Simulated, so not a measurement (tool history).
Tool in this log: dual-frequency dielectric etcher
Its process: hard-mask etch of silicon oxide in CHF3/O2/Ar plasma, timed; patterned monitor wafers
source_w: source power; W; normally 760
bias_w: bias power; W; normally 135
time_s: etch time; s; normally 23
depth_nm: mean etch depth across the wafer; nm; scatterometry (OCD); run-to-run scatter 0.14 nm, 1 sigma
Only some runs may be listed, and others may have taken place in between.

run,hour,source_w,bias_w,time_s,"read-back reference wafer on the same gauge, depth_nm",depth_nm
1,0,760,135,25.5,51.78,50.49
2,22.4,760,135,25.5,51.81,50.45
3,37.1,760,135,23,51.76,45.63
4,63.7,760,135,20.5,51.81,40.61
# hour 91.2: wet clean of the chamber
5,91.7,760,135,23,51.79,44.79
6,116.7,760,135,23,51.84,44.95
7,137.2,760,135,23,51.8,44.91
8,228.8,760,135,23,51.79,45.24
9,246.4,760,135,23,51.86,45.05
10,270.4,760,135,20,51.8,39.18
# hour 306.6: source power generator calibrated
# hour 314.6: bias power generator calibrated
# hour 315.3: upper electrode replaced
11,315.8,760,135,20,51.74,39.47
12,326.9,760,135,20,51.78,39.37
13,339.9,760,135,23,51.83,45.65
14,365.3,760,135,23,51.79,45.55
# hour 369.3: gauge calibrated
15,398.9,620,145,20.5,51.81,36.18
16,429.6,670,163,25,51.8,48.59
# hour 463.2: wet clean of the chamber
17,463.7,760,126,20.5,51.78,38.82

Run 18 is up next; what results do you expect?
18,477.8,760,135,19,?,?

Run 18 came out at read-back reference wafer on the same gauge, depth_nm 51.73, depth_nm 36.74 nm.
Were there no unlogged condition in the tool, this run, its random variation unchanged, would have produced depth_nm 36.69 nm.
